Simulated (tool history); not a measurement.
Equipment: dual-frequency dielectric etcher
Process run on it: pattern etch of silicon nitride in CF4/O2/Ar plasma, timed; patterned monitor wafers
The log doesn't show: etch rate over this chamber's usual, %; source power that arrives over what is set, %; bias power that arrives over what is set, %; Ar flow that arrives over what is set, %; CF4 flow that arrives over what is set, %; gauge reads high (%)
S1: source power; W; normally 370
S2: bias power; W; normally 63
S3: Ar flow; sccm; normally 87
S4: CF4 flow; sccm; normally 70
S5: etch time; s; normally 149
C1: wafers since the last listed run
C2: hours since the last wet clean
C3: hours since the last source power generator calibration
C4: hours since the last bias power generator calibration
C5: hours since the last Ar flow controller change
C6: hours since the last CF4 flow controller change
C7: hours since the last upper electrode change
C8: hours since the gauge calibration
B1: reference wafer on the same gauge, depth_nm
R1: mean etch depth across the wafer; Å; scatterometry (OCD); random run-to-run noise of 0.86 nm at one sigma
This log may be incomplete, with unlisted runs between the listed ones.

Run 1, hour 0: usual settings but S5 168.5 s; C1 0; C2 369.6; C3 1483.2; C4 3678.2; C5 1496.8; C6 4489.6; C7 1849.4; C8 241.4; B1 225.9. Result: R1 2752 Å.
Run 2, hour 77.2: usual settings but S2 59 W; C1 554; C2 446.8; C3 1560.4; C4 3755.4; C5 1574; C6 4566.8; C7 1926.6; C8 318.6; B1 226.3. Result: R1 2354 Å.
At hour 305.6: wet clean of the chamber.
Run 3, hour 307.5: usual settings but S2 59 W; C1 1483; C2 1.9; C3 1790.7; C4 3985.7; C5 1804.3; C6 4797.1; C7 2156.9; C8 548.9; B1 225.5. Result: R1 2354 Å.
Run 4, hour 389.3: usual settings; C1 588; C2 83.7; C3 1872.5; C4 4067.5; C5 1886.1; C6 4878.9; C7 2238.7; C8 630.7; B1 226. Result: R1 2435 Å.
Run 5, hour 484.1: usual settings but S4 75 sccm; C1 681; C2 178.5; C3 1967.3; C4 4162.3; C5 1980.9; C6 4973.7; C7 2333.5; C8 725.5; B1 225.9. Result: R1 2445 Å.
Run 6, hour 522.9: usual settings but S4 75 sccm; C1 278; C2 217.3; C3 2006.1; C4 4201.1; C5 2019.7; C6 5012.5; C7 2372.3; C8 764.3; B1 226. Result: R1 2467 Å.
Run 7, hour 581.6: usual settings but S4 75 sccm; C1 421; C2 276; C3 2064.8; C4 4259.8; C5 2078.4; C6 5071.2; C7 2431; C8 823; B1 226. Result: R1 2460 Å.
Run 8, hour 622.6: usual settings; C1 294; C2 317; C3 2105.8; C4 4300.8; C5 2119.4; C6 5112.2; C7 2472; C8 864; B1 225.6. Result: R1 2444 Å.
Run 9, hour 659.4: usual settings; C1 264; C2 353.8; C3 2142.6; C4 4337.6; C5 2156.2; C6 5149; C7 2508.8; C8 900.8; B1 225.9. Result: R1 2446 Å.
Run 10, hour 740.8: usual settings but S5 162 s; C1 585; C2 435.2; C3 2224; C4 4419; C5 2237.6; C6 5230.4; C7 2590.2; C8 982.2; B1 226.3. Result: R1 2656 Å.
Run 11, hour 825.9: usual settings; C1 611; C2 520.3; C3 2309.1; C4 4504.1; C5 2322.7; C6 5315.5; C7 2675.3; C8 1067.3; B1 226.2. Result: R1 2445 Å.
At hour 868.2: wet clean of the chamber.
Run 12, hour 900.3: usual settings but S3 105 sccm, S5 124.5 s; C1 362; C2 32.1; C3 2383.5; C4 4578.5; C5 2397.1; C6 5389.9; C7 2749.7; C8 1141.7; B1 225.9. Result: R1 2012 Å.
Run 13, hour 949.2: usual settings but S5 127 s; C1 351; C2 81; C3 2432.4; C4 4627.4; C5 2446; C6 5438.8; C7 2798.6; C8 1190.6; B1 226.3. Result: R1 2100 Å.
Run 14, hour 1032.6: usual settings but S1 420 W, S3 74 sccm, S4 80 sccm, S5 178.5 s; C1 599; C2 164.4; C3 2515.8; C4 4710.8; C5 2529.4; C6 5522.2; C7 2882; C8 1274; B1 226.3. Result: R1 3463 Å.
At hour 1063.5: CF4 flow controller replaced.
Run 15, hour 1086.5: usual settings but S1 340 W, S5 163 s; C1 344; C2 218.3; C3 2569.7; C4 4764.7; C5 2583.3; C6 23; C7 2935.9; C8 1327.9; B1 225.9. Result: R1 2458 Å.
At hour 1113.6: bias power generator calibrated.
Run 16, hour 1191.6: usual settings but S2 49 W, S3 78 sccm, S4 57 sccm; C1 726; C2 323.4; C3 2674.8; C4 78; C5 2688.4; C6 128.1; C7 3041; C8 1433; B1 226.5. Result: R1 2142 Å.
At hour 1202.7: gauge calibrated.
At hour 1249.9: Ar flow controller replaced.
At hour 1258.9: source power generator calibrated.
At hour 1364.6: upper electrode replaced.
At hour 1474.1: wet clean of the chamber.
Run 17, hour 1474.6: usual settings but S1 400 W, S3 100 sccm, S4 82 sccm, S5 124 s; C1 1617; C2 0.5; C3 215.7; C4 361; C5 224.7; C6 411.1; C7 110; C8 271.9; B1 226. Result: R1 2173 Å.
Run 18, hour 1569.9: usual settings but S2 48 W, S4 64 sccm; C1 685; C2 95.8; C3 311; C4 456.3; C5 320; C6 506.4; C7 205.3; C8 367.2; B1 226. Result: R1 2060 Å.
Run 19, hour 1674.8: usual settings but S3 79 sccm, S5 183.5 s; C1 754; C2 200.7; C3 415.9; C4 561.2; C5 424.9; C6 611.3; C7 310.2; C8 472.1; B1 226. Result: R1 3010 Å.
Run 20, hour 1742.6: usual settings; C1 487; C2 268.5; C3 483.7; C4 629; C5 492.7; C6 679.1; C7 378; C8 539.9; B1 225.8. Result: R1 2406 Å.

Each row is a separate what-if for the run after 20, all from the same tool condition, not one after another. Results?
Run A, hour 1743.1: usual settings; C1 3; C2 269; C3 484.2; C4 629.5; C5 493.2; C6 679.6; C7 378.5; C8 540.4; B1 ?. Result: R1 ?.
Run B, hour 1743.1: usual settings but S2 49 W, S4 63 sccm, S5 168.5 s; C1 3; C2 269; C3 484.2; C4 629.5; C5 493.2; C6 679.6; C7 378.5; C8 540.4; B1 ?. Result: R1 ?.
Run C, hour 1743.1: usual settings but S2 51 W, S4 80 sccm; C1 3; C2 269; C3 484.2; C4 629.5; C5 493.2; C6 679.6; C7 378.5; C8 540.4; B1 ?. Result: R1 ?.
Run D, hour 1743.1: usual settings but S5 180 s; C1 3; C2 269; C3 484.2; C4 629.5; C5 493.2; C6 679.6; C7 378.5; C8 540.4; B1 ?. Result: R1 ?.
Run E, hour 1743.1: usual settings but S1 390 W; C1 3; C2 269; C3 484.2; C4 629.5; C5 493.2; C6 679.6; C7 378.5; C8 540.4; B1 ?. Result: R1 ?.

run   B1    R1
  A  226  2420
  B  226  2373
  C  226  2211
  D  226  2924
  E  226  2556
Stripped of hidden state, with their random variation kept, the same runs would have yielded:
run    R1
  A  2423
  B  2376
  C  2214
  D  2928
  E  2559

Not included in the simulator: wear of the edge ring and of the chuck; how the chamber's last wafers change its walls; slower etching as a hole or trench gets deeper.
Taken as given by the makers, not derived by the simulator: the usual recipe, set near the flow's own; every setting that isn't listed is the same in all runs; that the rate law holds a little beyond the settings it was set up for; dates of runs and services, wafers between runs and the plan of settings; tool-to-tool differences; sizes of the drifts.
